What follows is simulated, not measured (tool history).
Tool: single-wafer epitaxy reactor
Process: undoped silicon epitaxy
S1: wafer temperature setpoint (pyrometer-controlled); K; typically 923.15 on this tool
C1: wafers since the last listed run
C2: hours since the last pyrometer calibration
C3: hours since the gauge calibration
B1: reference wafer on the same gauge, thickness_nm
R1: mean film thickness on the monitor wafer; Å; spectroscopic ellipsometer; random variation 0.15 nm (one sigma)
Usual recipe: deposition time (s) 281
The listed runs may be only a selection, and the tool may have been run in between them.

{"run": 1, "day": 0.0, "S1": 923.15, "deposition time (s)": 281, "C1": 0, "C2": 786.7, "C3": 422.8, "B1": 50.642, "R1": 475.12}
{"run": 2, "day": 1.35, "S1": 923.15, "deposition time (s)": 281, "C1": 131, "C2": 819.1, "C3": 455.2, "B1": 50.705, "R1": 477.04}
{"run": 3, "day": 1.971, "S1": 923.15, "deposition time (s)": 281, "C1": 60, "C2": 834, "C3": 470.1, "B1": 50.651, "R1": 476.07}
{"run": 4, "day": 2.871, "S1": 923.15, "deposition time (s)": 281, "C1": 87, "C2": 855.6, "C3": 491.7, "B1": 50.559, "R1": 474.92}
{"run": 5, "day": 4.275, "S1": 914.15, "deposition time (s)": 281, "C1": 136, "C2": 889.3, "C3": 525.4, "B1": 50.569, "R1": 390.48}
{"run": 6, "day": 5.621, "S1": 916.15, "deposition time (s)": 236, "C1": 130, "C2": 921.6, "C3": 557.7, "B1": 50.505, "R1": 342.83}
{"run": 7, "day": 6.142, "S1": 916.15, "deposition time (s)": 236, "C1": 50, "C2": 934.1, "C3": 570.2, "B1": 50.386, "R1": 342.98}
{"run": 8, "day": 7.483, "S1": 923.15, "deposition time (s)": 281, "C1": 130, "C2": 966.3, "C3": 602.4, "B1": 50.386, "R1": 471.59}
{"run": 9, "day": 8.804, "S1": 923.15, "deposition time (s)": 281, "C1": 128, "C2": 998, "C3": 634.1, "B1": 50.33, "R1": 472.73}
{"run": 10, "day": 9.329, "S1": 915.15, "deposition time (s)": 281, "C1": 50, "C2": 1010.6, "C3": 646.7, "B1": 50.246, "R1": 397.7}
{"run": 11, "day": 10.267, "S1": 915.15, "deposition time (s)": 281, "C1": 91, "C2": 1033.1, "C3": 669.2, "B1": 50.271, "R1": 396.56}
{"run": 12, "day": 11.383, "S1": 923.15, "deposition time (s)": 281, "C1": 108, "C2": 1059.9, "C3": 696, "B1": 50.22, "R1": 469.21}
{"day": 11.992, "done": "pyrometer calibrated"}
{"run": 13, "day": 12.796, "S1": 923.15, "deposition time (s)": 281, "C1": 104, "C2": 19.3, "C3": 729.9, "B1": 50.123, "R1": 470.42}
{"day": 13.417, "done": "gauge calibrated"}
{"run": 14, "day": 13.667, "S1": 923.15, "deposition time (s)": 281, "C1": 84, "C2": 40.2, "C3": 6, "B1": 51.481, "R1": 481.49}
{"run": 15, "day": 14.342, "S1": 929.15, "deposition time (s)": 326, "C1": 65, "C2": 56.4, "C3": 22.2, "B1": 51.456, "R1": 636.16}
{"run": 16, "day": 15.654, "S1": 932.15, "deposition time (s)": 260, "C1": 127, "C2": 87.9, "C3": 53.7, "B1": 51.371, "R1": 537.95}
{"run": 17, "day": 16.292, "S1": 932.15, "deposition time (s)": 260, "C1": 61, "C2": 103.2, "C3": 69, "B1": 51.321, "R1": 536.96}
{"run": 18, "day": 17.55, "S1": 923.15, "deposition time (s)": 257, "C1": 122, "C2": 133.4, "C3": 99.2, "B1": 51.258, "R1": 441.07}
{"run": 19, "day": 21.338, "S1": 918.15, "deposition time (s)": 322, "C1": 367, "C2": 224.3, "C3": 190.1, "B1": 51.041, "R1": 495.24}
{"run": 20, "day": 22.225, "S1": 914.15, "deposition time (s)": 250, "C1": 86, "C2": 245.6, "C3": 211.4, "B1": 50.959, "R1": 352.22}
{"run": 21, "day": 23.533, "S1": 923.15, "deposition time (s)": 281, "C1": 127, "C2": 277, "C3": 242.8, "B1": 51.004, "R1": 477.5}
{"run": 22, "day": 24.371, "S1": 933.15, "deposition time (s)": 253, "C1": 81, "C2": 297.1, "C3": 262.9, "B1": 50.995, "R1": 530.67}
{"run": 23, "day": 24.946, "S1": 912.15, "deposition time (s)": 319, "C1": 55, "C2": 310.9, "C3": 276.7, "B1": 50.897, "R1": 428.92}
{"run": 24, "day": 26.125, "S1": 914.15, "deposition time (s)": 251, "C1": 114, "C2": 339.2, "C3": 305, "B1": 50.851, "R1": 350.28}
{"run": 25, "day": 27.383, "S1": 928.15, "deposition time (s)": 281, "C1": 122, "C2": 369.4, "C3": 335.2, "B1": 50.779, "R1": 531.9}
{"run": 26, "day": 28.792, "S1": 937.15, "deposition time (s)": 312, "C1": 136, "C2": 403.2, "C3": 369, "B1": 50.597, "R1": 705.59}
{"run": 27, "day": 29.754, "S1": 923.15, "deposition time (s)": 281, "C1": 93, "C2": 426.3, "C3": 392.1, "B1": 50.628, "R1": 473.75}
{"run": 28, "day": 30.654, "S1": 928.15, "deposition time (s)": 311, "C1": 87, "C2": 447.9, "C3": 413.7, "B1": 50.606, "R1": 585.83}
{"run": 29, "day": 31.383, "S1": 923.15, "deposition time (s)": 253, "C1": 70, "C2": 465.4, "C3": 431.2, "B1": 50.605, "R1": 426.38}

Below are 3 alternative next runs, each starting from the tool's condition after run 29. Predict each:
{"run": "A", "day": 31.404, "S1": 923.15, "deposition time (s)": 281, "C1": 2, "C2": 465.9, "C3": 431.7, "B1": "?", "R1": "?"}
{"run": "B", "day": 31.404, "S1": 937.15, "deposition time (s)": 254, "C1": 2, "C2": 465.9, "C3": 431.7, "B1": "?", "R1": "?"}
{"run": "C", "day": 31.404, "S1": 937.15, "deposition time (s)": 281, "C1": 2, "C2": 465.9, "C3": 431.7, "B1": "?", "R1": "?"}

run=A B1=50.562 R1=474.66
run=B B1=50.562 R1=574.28
run=C B1=50.562 R1=635.32
Stripped of hidden state, with their random variation kept, the same runs would have yielded:
run=A R1=484.32
run=B R1=585.97
run=C R1=648.26
